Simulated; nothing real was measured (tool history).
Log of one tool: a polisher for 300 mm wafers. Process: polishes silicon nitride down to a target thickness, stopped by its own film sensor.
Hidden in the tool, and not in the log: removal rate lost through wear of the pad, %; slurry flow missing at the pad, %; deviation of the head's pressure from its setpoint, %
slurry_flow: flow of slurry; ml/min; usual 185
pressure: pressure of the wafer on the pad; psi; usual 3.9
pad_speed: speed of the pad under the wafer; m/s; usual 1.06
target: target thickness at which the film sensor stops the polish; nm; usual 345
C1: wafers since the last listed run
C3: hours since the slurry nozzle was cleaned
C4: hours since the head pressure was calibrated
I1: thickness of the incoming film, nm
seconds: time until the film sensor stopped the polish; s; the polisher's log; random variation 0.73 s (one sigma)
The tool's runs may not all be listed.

run 1 hour=0.0 | slurry_flow=185 pressure=3.9 pad_speed=1.06 target=345 | C1=0 wafers_polished_on_this_pad=374 C3=476.6 C4=278.2 | I1=494.8 | seconds=63.4
run 2 hour=13.6 | slurry_flow=185 pressure=3.9 pad_speed=1.06 target=382 | C1=189 wafers_polished_on_this_pad=563 C3=490.2 C4=291.8 | I1=489.7 | seconds=45.8
run 3 hour=22.4 | slurry_flow=185 pressure=3.9 pad_speed=1.06 target=345 | C1=122 wafers_polished_on_this_pad=686 C3=499.0 C4=300.6 | I1=492.6 | seconds=64.8
run 4 hour=29.2 | slurry_flow=185 pressure=3.9 pad_speed=0.90 target=345 | C1=94 wafers_polished_on_this_pad=781 C3=505.8 C4=307.4 | I1=484.1 | seconds=69.5
-- hour=37.8 worn pad replaced by a new one
run 5 hour=44.5 | slurry_flow=185 pressure=3.9 pad_speed=0.90 target=345 | C1=157 wafers_polished_on_this_pad=93 C3=521.1 C4=322.7 | I1=489.9 | seconds=67.8
run 6 hour=58.5 | slurry_flow=185 pressure=3.9 pad_speed=0.90 target=345 | C1=195 wafers_polished_on_this_pad=289 C3=535.1 C4=336.7 | I1=486.1 | seconds=67.6
run 7 hour=71.0 | slurry_flow=185 pressure=3.9 pad_speed=1.06 target=345 | C1=174 wafers_polished_on_this_pad=463 C3=547.6 C4=349.2 | I1=487.5 | seconds=61.1
run 8 hour=86.0 | slurry_flow=185 pressure=3.9 pad_speed=1.06 target=345 | C1=209 wafers_polished_on_this_pad=673 C3=562.6 C4=364.2 | I1=495.4 | seconds=65.8
run 9 hour=96.0 | slurry_flow=185 pressure=3.9 pad_speed=1.06 target=345 | C1=139 wafers_polished_on_this_pad=812 C3=572.6 C4=374.2 | I1=493.4 | seconds=65.9
-- hour=101.6 worn pad replaced by a new one
run 10 hour=105.4 | slurry_flow=185 pressure=3.9 pad_speed=1.06 target=345 | C1=75 wafers_polished_on_this_pad=52 C3=582.0 C4=383.6 | I1=498.0 | seconds=62.6
run 11 hour=115.5 | slurry_flow=185 pressure=4.9 pad_speed=0.80 target=296 | C1=141 wafers_polished_on_this_pad=193 C3=592.1 C4=393.7 | I1=491.0 | seconds=81.6
-- hour=129.5 head pressure recalibrated
run 12 hour=131.8 | slurry_flow=185 pressure=3.9 pad_speed=1.06 target=345 | C1=199 wafers_polished_on_this_pad=393 C3=608.4 C4=2.3 | I1=490.4 | seconds=61.8
-- hour=161.1 worn pad replaced by a new one
run 13 hour=182.9 | slurry_flow=185 pressure=3.9 pad_speed=1.06 target=345 | C1=657 wafers_polished_on_this_pad=303 C3=659.5 C4=53.4 | I1=494.1 | seconds=63.3
run 14 hour=195.0 | slurry_flow=185 pressure=3.9 pad_speed=1.06 target=345 | C1=168 wafers_polished_on_this_pad=472 C3=671.6 C4=65.5 | I1=491.2 | seconds=62.3
-- hour=199.0 slurry nozzle cleaned
run 15 hour=205.9 | slurry_flow=185 pressure=3.9 pad_speed=1.06 target=381 | C1=138 wafers_polished_on_this_pad=610 C3=6.9 C4=76.4 | I1=489.3 | seconds=47.7
-- hour=222.2 worn pad replaced by a new one
run 16 hour=222.7 | slurry_flow=185 pressure=3.9 pad_speed=1.06 target=345 | C1=178 wafers_polished_on_this_pad=6 C3=23.7 C4=93.2 | I1=497.2 | seconds=63.7
run 17 hour=230.3 | slurry_flow=230 pressure=4.5 pad_speed=0.70 target=309 | C1=106 wafers_polished_on_this_pad=112 C3=31.3 C4=100.8 | I1=480.0 | seconds=84.5
run 18 hour=244.1 | slurry_flow=140 pressure=2.6 pad_speed=1.06 target=345 | C1=192 wafers_polished_on_this_pad=305 C3=45.1 C4=114.6 | I1=481.8 | seconds=92.1
run 19 hour=253.8 | slurry_flow=160 pressure=3.9 pad_speed=1.06 target=345 | C1=135 wafers_polished_on_this_pad=440 C3=54.8 C4=124.3 | I1=480.9 | seconds=60.0
run 20 hour=266.8 | slurry_flow=145 pressure=4.4 pad_speed=1.34 target=345 | C1=181 wafers_polished_on_this_pad=622 C3=67.8 C4=137.3 | I1=490.1 | seconds=49.3
-- hour=286.1 worn pad replaced by a new one
run 21 hour=286.6 | slurry_flow=185 pressure=5.1 pad_speed=1.24 target=373 | C1=220 wafers_polished_on_this_pad=6 C3=87.6 C4=157.1 | I1=487.7 | seconds=32.0

5 ways to go on from here, each from the tool as it stands after run 21. What would each give?
run A hour=287.0 | slurry_flow=185 pressure=3.9 pad_speed=1.06 target=345 | C1=5 wafers_polished_on_this_pad=11 C3=88.0 C4=157.5 | I1=488.3 | seconds=?
run B hour=287.0 | slurry_flow=185 pressure=3.9 pad_speed=1.06 target=316 | C1=5 wafers_polished_on_this_pad=11 C3=88.0 C4=157.5 | I1=488.3 | seconds=?
run C hour=287.0 | slurry_flow=210 pressure=4.9 pad_speed=1.22 target=378 | C1=5 wafers_polished_on_this_pad=11 C3=88.0 C4=157.5 | I1=488.3 | seconds=?
run D hour=287.0 | slurry_flow=185 pressure=4.4 pad_speed=0.86 target=345 | C1=5 wafers_polished_on_this_pad=11 C3=88.0 C4=157.5 | I1=488.3 | seconds=?
run E hour=287.0 | slurry_flow=185 pressure=3.3 pad_speed=0.88 target=345 | C1=5 wafers_polished_on_this_pad=11 C3=88.0 C4=157.5 | I1=488.3 | seconds=?

run=A seconds=58.9
run=B seconds=70.9
run=C seconds=31.7
run=D seconds=61.8
run=E seconds=80.8
Without the tool's hidden state the same runs would have given:
run=A seconds=57.9
run=B seconds=69.7
run=C seconds=31.1
run=D seconds=60.7
run=E seconds=79.5
